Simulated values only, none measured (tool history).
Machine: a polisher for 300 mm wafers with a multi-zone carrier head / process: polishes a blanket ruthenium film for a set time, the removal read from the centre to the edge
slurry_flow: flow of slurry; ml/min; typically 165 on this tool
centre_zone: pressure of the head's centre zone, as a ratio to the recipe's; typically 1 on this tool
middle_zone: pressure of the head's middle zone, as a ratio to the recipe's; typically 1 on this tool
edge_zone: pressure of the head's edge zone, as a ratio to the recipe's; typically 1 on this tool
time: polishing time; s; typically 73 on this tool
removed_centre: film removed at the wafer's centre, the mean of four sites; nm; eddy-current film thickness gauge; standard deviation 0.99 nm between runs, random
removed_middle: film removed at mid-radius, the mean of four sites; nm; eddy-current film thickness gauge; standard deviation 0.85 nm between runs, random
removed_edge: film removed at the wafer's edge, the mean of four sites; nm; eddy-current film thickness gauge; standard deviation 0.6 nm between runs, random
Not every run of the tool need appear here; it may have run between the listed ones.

run	hour	slurry_flow	centre_zone	middle_zone	edge_zone	time	wafers since the last listed run	wafers polished on this pad	hours since the slurry nozzle was cleaned	hours since the centre zone pressure was calibrated	hours since the edge zone pressure was calibrated	hours since the carrier head's membrane was replaced	incoming thickness of the incoming film, nm	removed_centre	removed_middle	removed_edge
1	0	165	1	1	1	73	0	6	121.4	1396.5	836	432.4	413.2	88	85.2	88.3
2	11.1	165	1	1	1	73	132	139	132.5	1407.6	847.1	443.5	410.7	86.7	84.7	87.1
3	26	165	1	1	1	73	177	316	147.4	1422.5	862	458.4	419.1	85.7	81.9	84.8
4	39.8	165	1	1	1	73	164	481	161.2	1436.3	875.8	472.2	405.8	83.7	82.8	85
5	49.9	165	1	1	1	73	120	602	171.3	1446.4	885.9	482.3	406.4	85.9	82.2	84.3
6	59.2	165	1	1	1	73	111	713	180.6	1455.7	895.2	491.6	411	82.1	81.2	84.1
# hour 66.1: worn pad replaced by a new one
7	68.5	165	1	1	1	73	63	29	189.9	1465	904.5	500.9	414.4	89.1	86.4	89.4
8	82.7	165	1	1	1	73	169	198	204.1	1479.2	918.7	515.1	412.9	85.5	83.7	86.1
9	95.8	165	1	1	1	73	156	355	217.2	1492.3	931.8	528.2	418	85.6	82.7	85.8
10	106.7	165	1	1	1	73	130	485	228.1	1503.2	942.7	539.1	402.3	84.9	81.3	85
# hour 111.3: centre zone pressure recalibrated
# hour 119.4: edge zone pressure recalibrated
11	119.9	165	1.08	1	1	73	109	595	241.3	8.6	0.5	552.3	418.4	88.5	81.7	84
# hour 126: worn pad replaced by a new one
12	130.3	165	1	1	0.93	73	76	51	251.7	19	10.9	562.7	408.8	87.2	86.4	85.6
13	141.2	110	1	1	1	73	130	181	262.6	29.9	21.8	573.6	408	82.2	80.6	83.7
14	156.2	165	1.08	1	1	92	179	360	277.6	44.9	36.8	588.6	413.9	112.4	104.5	109.4
# hour 172.6: slurry nozzle cleaned
15	189.5	185	1.06	1	1	73	385	746	16.9	78.2	70.1	621.9	416.7	88.1	82	83.9
# hour 195.4: worn pad replaced by a new one
16	204.4	165	1.04	1	1	73	130	107	31.8	93.1	85	636.8	414.5	90.6	84.9	87.2
# hour 220.1: carrier head's membrane replaced by a new one
17	220.6	165	1	1	1	73	133	241	48	109.3	101.2	0.5	405.3	86.1	83	85
18	230.8	165	1	1	1	73	121	363	58.2	119.5	111.4	10.7	403	85.7	83.2	84.7
19	265.9	130	1	1	1.05	81	419	782	93.3	154.6	146.5	45.8	407.8	92.1	87.9	94.9
# hour 270.7: worn pad replaced by a new one
20	272.3	165	1	1	1	73	28	19	99.7	161	152.9	52.2	415.3	89.2	86.1	89.6
21	287.4	165	1	1	1	73	180	199	114.8	176.1	168	67.3	409.9	87.7	83.1	85.8
22	301.4	200	1	1	1.04	55	167	367	128.8	190.1	182	81.3	414	66.1	62.8	65.2

Difference, measured minus no-hidden-state, one row per run. Run-to-run variation is common to both terms; the gauge's own scatter need not be:
Unlogged tool condition in this case: removal rate lost through wear of the pad, %; slurry flow missing at the pad, %; deviation of the centre zone's pressure from its setpoint, %; deviation of the edge zone's pressure from its setpoint, %.
run	removed_centre	removed_middle	removed_edge
1	-0.8	-0.7	-0.8
2	-3.1	-3	-3.1
3	-4.8	-4.7	-4.8
4	-5.6	-5.5	-5.7
5	-6.2	-5.8	-6
6	-6	-6	-6.2
7	-1	-1	-1
8	-3.5	-3.4	-3.5
9	-4.8	-4.6	-4.9
10	-5.4	-5.2	-5.4
11	-6.1	-5.7	-5.8
12	-1	-1	-1
13	-2.9	-2.8	-2.9
14	-6	-5.5	-5.8
15	-5.9	-5.5	-5.6
16	-2.2	-2.1	-2.1
17	-4.2	-4.1	-4.1
18	-4.9	-4.8	-5
19	-6.4	-6.1	-6.6
20	-1.2	-1.2	-1.3
21	-4	-3.8	-4
22	-4.2	-3.9	-4.1

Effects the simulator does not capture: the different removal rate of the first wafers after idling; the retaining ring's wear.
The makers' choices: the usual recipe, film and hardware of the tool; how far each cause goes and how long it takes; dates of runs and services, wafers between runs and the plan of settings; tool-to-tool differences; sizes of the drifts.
